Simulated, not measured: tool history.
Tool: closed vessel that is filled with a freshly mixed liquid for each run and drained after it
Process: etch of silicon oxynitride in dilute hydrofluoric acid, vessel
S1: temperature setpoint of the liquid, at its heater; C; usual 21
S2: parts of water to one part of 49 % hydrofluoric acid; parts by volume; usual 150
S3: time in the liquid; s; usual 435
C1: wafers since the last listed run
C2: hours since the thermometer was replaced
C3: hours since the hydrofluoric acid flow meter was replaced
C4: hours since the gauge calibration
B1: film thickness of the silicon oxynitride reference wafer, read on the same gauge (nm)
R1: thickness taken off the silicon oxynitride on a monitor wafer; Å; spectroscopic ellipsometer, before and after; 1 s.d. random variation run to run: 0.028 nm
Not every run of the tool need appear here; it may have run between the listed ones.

Run 1, hour 0.0: usual settings but S2 120 parts by volume, S3 265 s; C1 0; C2 1657.9; C3 2072.5; C4 305.7; B1 111.59. Result: R1 48.6 Å.
Run 2, hour 27.6: usual settings but S2 105 parts by volume; C1 2807; C2 1685.5; C3 2100.1; C4 333.3; B1 111.64. Result: R1 91.8 Å.
Run 3, hour 56.1: usual settings but S2 105 parts by volume; C1 2898; C2 1714.0; C3 2128.6; C4 361.8; B1 111.66. Result: R1 91.6 Å.
Run 4, hour 77.3: usual settings but S2 105 parts by volume; C1 2156; C2 1735.2; C3 2149.8; C4 383.0; B1 111.66. Result: R1 92.6 Å.
Run 5, hour 99.1: usual settings; C1 2217; C2 1757.0; C3 2171.6; C4 404.8; B1 111.71. Result: R1 62.3 Å.
Run 6, hour 120.8: usual settings but S2 120 parts by volume, S3 305 s; C1 2207; C2 1778.7; C3 2193.3; C4 426.5; B1 111.68. Result: R1 56.2 Å.
At hour 140.0: gauge calibrated.
Run 7, hour 141.9: usual settings but S2 120 parts by volume, S3 305 s; C1 2146; C2 1799.8; C3 2214.4; C4 1.9; B1 109.97. Result: R1 55.0 Å.
Run 8, hour 173.2: usual settings but S2 185 parts by volume; C1 3183; C2 1831.1; C3 2245.7; C4 33.2; B1 110.36. Result: R1 49.2 Å.
Run 9, hour 187.7: usual settings but S1 17 C, S3 520 s; C1 1474; C2 1845.6; C3 2260.2; C4 47.7; B1 110.50. Result: R1 60.7 Å.
Run 10, hour 207.2: usual settings but S1 18 C, S2 185 parts by volume; C1 1983; C2 1865.1; C3 2279.7; C4 67.2; B1 110.67. Result: R1 42.5 Å.
Run 11, hour 222.7: usual settings; C1 1576; C2 1880.6; C3 2295.2; C4 82.7; B1 110.80. Result: R1 61.7 Å.
At hour 229.0: hydrofluoric acid flow meter replaced.
Run 12, hour 238.5: usual settings but S1 24 C, S2 190 parts by volume, S3 630 s; C1 1505; C2 1896.4; C3 9.5; C4 98.5; B1 110.93. Result: R1 79.2 Å.
At hour 243.6: thermometer replaced.
Run 13, hour 251.3: usual settings but S2 195 parts by volume, S3 660 s; C1 1200; C2 7.7; C3 22.3; C4 111.3; B1 111.00. Result: R1 69.9 Å.
Run 14, hour 284.5: usual settings but S1 23 C; C1 3376; C2 40.9; C3 55.5; C4 144.5; B1 111.17. Result: R1 68.0 Å.
Run 15, hour 309.2: usual settings but S1 18 C, S2 185 parts by volume; C1 2512; C2 65.6; C3 80.2; C4 169.2; B1 111.27. Result: R1 42.8 Å.
Run 16, hour 331.6: usual settings; C1 2278; C2 88.0; C3 102.6; C4 191.6; B1 111.40. Result: R1 62.7 Å.

Entry by entry between the runs, the difference in hidden state between the last listed run before and the first listed run after:
In the gap between runs 6 and 7: gauge calibrated (hour 140.0)
  gauge reads high (%): 1.54 -> -0.0146
  the result without the hidden state subtracted from the measured one, R1: +0.8 -> +0.0 Å
In the gap between runs 11 and 12: hydrofluoric acid flow meter replaced (hour 229.0)
  gauge reads high (%): 0.736 -> 0.836
  the result without the hidden state subtracted from the measured one, R1: +0.4 -> +0.6 Å
In the gap between runs 12 and 13: thermometer replaced (hour 243.6)
  gauge reads high (%): 0.836 -> 0.908
  the result without the hidden state subtracted from the measured one, R1: +0.6 -> +0.6 Å
